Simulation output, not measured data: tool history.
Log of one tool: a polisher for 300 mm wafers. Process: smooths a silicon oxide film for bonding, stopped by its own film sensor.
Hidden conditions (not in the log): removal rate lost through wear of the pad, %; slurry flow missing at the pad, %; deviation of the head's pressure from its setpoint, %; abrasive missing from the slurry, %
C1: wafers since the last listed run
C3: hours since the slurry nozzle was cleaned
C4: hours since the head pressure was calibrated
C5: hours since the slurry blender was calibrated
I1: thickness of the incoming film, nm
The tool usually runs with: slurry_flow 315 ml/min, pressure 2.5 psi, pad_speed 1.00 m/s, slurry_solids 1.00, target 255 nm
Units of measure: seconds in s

run 1 hour=0.0 | slurry_flow=315 pressure=2.5 pad_speed=1.00 slurry_solids=1.00 target=255 | C1=0 wafers_polished_on_this_pad=1076 C3=24.7 C4=768.1 C5=281.6 | I1=317.4 | seconds=72.7
-- hour=33.3 slurry blender recalibrated
run 2 hour=44.8 | slurry_flow=315 pressure=2.5 pad_speed=1.00 slurry_solids=1.00 target=255 | C1=360 wafers_polished_on_this_pad=1437 C3=69.5 C4=812.9 C5=11.5 | I1=318.1 | seconds=65.6
run 3 hour=95.8 | slurry_flow=315 pressure=2.5 pad_speed=1.00 slurry_solids=1.00 target=255 | C1=429 wafers_polished_on_this_pad=1867 C3=120.5 C4=863.9 C5=62.5 | I1=315.2 | seconds=64.1
run 4 hour=178.6 | slurry_flow=315 pressure=2.5 pad_speed=1.00 slurry_solids=1.00 target=255 | C1=697 wafers_polished_on_this_pad=2564 C3=203.3 C4=946.7 C5=145.3 | I1=316.1 | seconds=67.0
-- hour=238.5 worn pad replaced by a new one
run 5 hour=268.3 | slurry_flow=315 pressure=2.5 pad_speed=1.00 slurry_solids=1.00 target=255 | C1=721 wafers_polished_on_this_pad=250 C3=293.0 C4=1036.4 C5=235.0 | I1=320.6 | seconds=77.6
-- hour=315.2 slurry nozzle cleaned
-- hour=440.9 slurry blender recalibrated
-- hour=531.4 worn pad replaced by a new one
-- hour=550.2 head pressure recalibrated
run 6 hour=572.4 | slurry_flow=315 pressure=2.5 pad_speed=1.00 slurry_solids=1.00 target=255 | C1=2486 wafers_polished_on_this_pad=328 C3=257.2 C4=22.2 C5=131.5 | I1=320.5 | seconds=71.2
run 7 hour=630.9 | slurry_flow=250 pressure=2.5 pad_speed=1.00 slurry_solids=1.00 target=255 | C1=492 wafers_polished_on_this_pad=821 C3=315.7 C4=80.7 C5=190.0 | I1=323.2 | seconds=78.6
-- hour=669.2 slurry nozzle cleaned
run 8 hour=710.9 | slurry_flow=250 pressure=2.5 pad_speed=1.00 slurry_solids=1.00 target=255 | C1=665 wafers_polished_on_this_pad=1486 C3=41.7 C4=160.7 C5=270.0 | I1=320.4 | seconds=78.5
run 9 hour=755.9 | slurry_flow=315 pressure=2.5 pad_speed=1.00 slurry_solids=1.00 target=255 | C1=379 wafers_polished_on_this_pad=1866 C3=86.7 C4=205.7 C5=315.0 | I1=319.3 | seconds=78.7
run 10 hour=797.7 | slurry_flow=315 pressure=2.5 pad_speed=1.00 slurry_solids=1.00 target=255 | C1=352 wafers_polished_on_this_pad=2218 C3=128.5 C4=247.5 C5=356.8 | I1=324.8 | seconds=86.2
-- hour=808.5 slurry blender recalibrated
-- hour=833.9 worn pad replaced by a new one
run 11 hour=858.7 | slurry_flow=315 pressure=2.5 pad_speed=1.00 slurry_solids=1.00 target=255 | C1=463 wafers_polished_on_this_pad=208 C3=189.5 C4=308.5 C5=50.2 | I1=322.1 | seconds=70.1
run 12 hour=962.8 | slurry_flow=400 pressure=2.5 pad_speed=0.68 slurry_solids=1.00 target=248 | C1=877 wafers_polished_on_this_pad=1085 C3=293.6 C4=412.6 C5=154.3 | I1=319.2 | seconds=101.2
-- hour=1049.0 slurry nozzle cleaned
run 13 hour=1054.8 | slurry_flow=315 pressure=2.9 pad_speed=1.00 slurry_solids=0.85 target=270 | C1=766 wafers_polished_on_this_pad=1852 C3=5.8 C4=504.6 C5=246.3 | I1=319.1 | seconds=54.3
run 14 hour=1129.8 | slurry_flow=315 pressure=2.0 pad_speed=1.20 slurry_solids=1.25 target=255 | C1=631 wafers_polished_on_this_pad=2484 C3=80.8 C4=579.6 C5=321.3 | I1=319.4 | seconds=67.7
-- hour=1156.8 slurry blender recalibrated
-- hour=1160.6 worn pad replaced by a new one
run 15 hour=1188.7 | slurry_flow=315 pressure=2.5 pad_speed=1.00 slurry_solids=1.00 target=255 | C1=447 wafers_polished_on_this_pad=236 C3=139.7 C4=638.5 C5=31.9 | I1=321.0 | seconds=66.8
run 16 hour=1281.2 | slurry_flow=420 pressure=3.1 pad_speed=1.34 slurry_solids=1.30 target=255 | C1=779 wafers_polished_on_this_pad=1015 C3=232.2 C4=731.0 C5=124.4 | I1=321.6 | seconds=40.9
run 17 hour=1378.3 | slurry_flow=235 pressure=1.9 pad_speed=1.00 slurry_solids=1.15 target=255 | C1=818 wafers_polished_on_this_pad=1833 C3=329.3 C4=828.1 C5=221.5 | I1=320.5 | seconds=85.8
run 18 hour=1419.0 | slurry_flow=315 pressure=2.5 pad_speed=1.00 slurry_solids=1.00 target=255 | C1=342 wafers_polished_on_this_pad=2176 C3=370.0 C4=868.8 C5=262.2 | I1=321.7 | seconds=76.5
-- hour=1428.1 slurry nozzle cleaned
-- hour=1485.8 worn pad replaced by a new one
run 19 hour=1490.5 | slurry_flow=315 pressure=2.5 pad_speed=1.00 slurry_solids=1.00 target=255 | C1=560 wafers_polished_on_this_pad=39 C3=62.4 C4=940.3 C5=333.7 | I1=321.7 | seconds=80.6
-- hour=1525.1 slurry blender recalibrated
run 20 hour=1587.6 | slurry_flow=315 pressure=2.5 pad_speed=1.00 slurry_solids=1.00 target=255 | C1=801 wafers_polished_on_this_pad=840 C3=159.5 C4=1037.4 C5=62.5 | I1=319.7 | seconds=69.4
run 21 hour=1639.4 | slurry_flow=260 pressure=3.0 pad_speed=1.30 slurry_solids=1.00 target=255 | C1=436 wafers_polished_on_this_pad=1276 C3=211.3 C4=1089.2 C5=114.3 | I1=319.2 | seconds=50.0
run 22 hour=1676.5 | slurry_flow=235 pressure=2.5 pad_speed=1.00 slurry_solids=1.10 target=263 | C1=312 wafers_polished_on_this_pad=1589 C3=248.4 C4=1126.3 C5=151.4 | I1=319.8 | seconds=61.9

Forecast each of these 4 alternatives for the next run:
run A hour=1676.9 | slurry_flow=315 pressure=2.5 pad_speed=1.00 slurry_solids=1.00 target=255 | C1=3 wafers_polished_on_this_pad=1592 C3=248.8 C4=1126.7 C5=151.8 | I1=321.9 | seconds=?
run B hour=1676.9 | slurry_flow=210 pressure=1.9 pad_speed=0.80 slurry_solids=1.20 target=255 | C1=3 wafers_polished_on_this_pad=1592 C3=248.8 C4=1126.7 C5=151.8 | I1=321.9 | seconds=?
run C hour=1676.9 | slurry_flow=285 pressure=2.5 pad_speed=1.00 slurry_solids=0.80 target=255 | C1=3 wafers_polished_on_this_pad=1592 C3=248.8 C4=1126.7 C5=151.8 | I1=321.9 | seconds=?
run D hour=1676.9 | slurry_flow=315 pressure=2.5 pad_speed=1.00 slurry_solids=0.70 target=273 | C1=3 wafers_polished_on_this_pad=1592 C3=248.8 C4=1126.7 C5=151.8 | I1=321.9 | seconds=?

run=A seconds=73.5
run=B seconds=102.9
run=C seconds=85.2
run=D seconds=67.8
Without the tool's hidden state the same runs would have given:
run=A seconds=69.3
run=B seconds=97.7
run=C seconds=79.7
run=D seconds=63.1
